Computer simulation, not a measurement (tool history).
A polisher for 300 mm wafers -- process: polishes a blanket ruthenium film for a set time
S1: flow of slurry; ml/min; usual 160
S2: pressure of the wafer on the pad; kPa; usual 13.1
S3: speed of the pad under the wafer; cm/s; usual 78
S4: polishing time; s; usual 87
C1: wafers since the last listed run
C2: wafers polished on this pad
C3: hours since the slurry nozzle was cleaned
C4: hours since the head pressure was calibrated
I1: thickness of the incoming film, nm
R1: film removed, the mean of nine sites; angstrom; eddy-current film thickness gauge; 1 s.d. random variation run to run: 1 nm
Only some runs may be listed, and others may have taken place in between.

{"run": 1, "day": 0.0, "S1": 160, "S2": 13.1, "S3": 78, "S4": 87, "C1": 0, "C2": 3338, "C3": 327.3, "C4": 451, "I1": 435, "R1": 817}
{"run": 2, "day": 3.342, "S1": 160, "S2": 13.1, "S3": 78, "S4": 87, "C1": 977, "C2": 4315, "C3": 407.5, "C4": 531.2, "I1": 432.7, "R1": 855}
{"day": 4.792, "done": "head pressure recalibrated"}
{"run": 3, "day": 4.975, "S1": 160, "S2": 15.9, "S3": 78, "S4": 87, "C1": 453, "C2": 4768, "C3": 446.7, "C4": 4.4, "I1": 434.5, "R1": 904}
{"run": 4, "day": 7.592, "S1": 160, "S2": 15.9, "S3": 78, "S4": 87, "C1": 765, "C2": 5533, "C3": 509.5, "C4": 67.2, "I1": 435.7, "R1": 903}
{"run": 5, "day": 9.138, "S1": 160, "S2": 15.9, "S3": 78, "S4": 87, "C1": 452, "C2": 5985, "C3": 546.6, "C4": 104.3, "I1": 437, "R1": 922}
{"day": 10.025, "done": "slurry nozzle cleaned"}
{"run": 6, "day": 11.083, "S1": 160, "S2": 12.4, "S3": 78, "S4": 87, "C1": 556, "C2": 6542, "C3": 25.4, "C4": 151, "I1": 426, "R1": 769}
{"day": 11.546, "done": "worn pad replaced by a new one"}
{"run": 7, "day": 15.158, "S1": 160, "S2": 13.1, "S3": 78, "S4": 87, "C1": 1142, "C2": 1056, "C3": 123.2, "C4": 248.8, "I1": 437.8, "R1": 825}
{"run": 8, "day": 17.146, "S1": 160, "S2": 13.1, "S3": 78, "S4": 87, "C1": 581, "C2": 1637, "C3": 170.9, "C4": 296.5, "I1": 435.6, "R1": 828}
{"run": 9, "day": 19.862, "S1": 160, "S2": 13.1, "S3": 78, "S4": 87, "C1": 794, "C2": 2432, "C3": 236.1, "C4": 361.7, "I1": 426.9, "R1": 823}
{"run": 10, "day": 21.575, "S1": 160, "S2": 14.5, "S3": 78, "S4": 87, "C1": 500, "C2": 2932, "C3": 277.2, "C4": 402.8, "I1": 430.2, "R1": 880}
{"run": 11, "day": 24.717, "S1": 160, "S2": 13.1, "S3": 78, "S4": 87, "C1": 918, "C2": 3851, "C3": 352.6, "C4": 478.2, "I1": 427.8, "R1": 847}
{"day": 26.775, "done": "head pressure recalibrated"}
{"run": 12, "day": 27.625, "S1": 160, "S2": 13.1, "S3": 78, "S4": 87, "C1": 826, "C2": 4677, "C3": 422.4, "C4": 20.4, "I1": 424.9, "R1": 788}
{"run": 13, "day": 30.254, "S1": 160, "S2": 13.1, "S3": 78, "S4": 87, "C1": 768, "C2": 5446, "C3": 485.5, "C4": 83.5, "I1": 434.9, "R1": 786}
{"day": 33.5, "done": "slurry nozzle cleaned"}
{"day": 34.817, "done": "worn pad replaced by a new one"}
{"run": 14, "day": 34.838, "S1": 140, "S2": 13.1, "S3": 78, "S4": 87, "C1": 1279, "C2": 6, "C3": 32.1, "C4": 193.5, "I1": 429.1, "R1": 782}
{"run": 15, "day": 38.533, "S1": 140, "S2": 13.1, "S3": 78, "S4": 87, "C1": 1080, "C2": 1087, "C3": 120.8, "C4": 282.2, "I1": 430.4, "R1": 800}
{"run": 16, "day": 41.667, "S1": 145, "S2": 13.1, "S3": 78, "S4": 87, "C1": 916, "C2": 2003, "C3": 196, "C4": 357.4, "I1": 435.2, "R1": 806}
{"run": 17, "day": 44.604, "S1": 160, "S2": 13.1, "S3": 78, "S4": 64, "C1": 858, "C2": 2862, "C3": 266.5, "C4": 427.9, "I1": 424.8, "R1": 621}
{"day": 47.242, "done": "head pressure recalibrated"}
{"run": 18, "day": 48.85, "S1": 160, "S2": 13.1, "S3": 54, "S4": 87, "C1": 1217, "C2": 4079, "C3": 368.4, "C4": 38.6, "I1": 433.8, "R1": 628}

Forecast run 19:
{"run": 19, "day": 52.9, "S1": 160, "S2": 13.1, "S3": 78, "S4": 87, "C1": 1184, "C2": 5263, "C3": 465.6, "C4": 135.8, "I1": 427.3, "R1": "?"}

Logged for run 19: R1 780 angstrom.
Take away the tool's hidden state, keep the run-to-run variation as it was, and the same run would have given R1 780 angstrom.
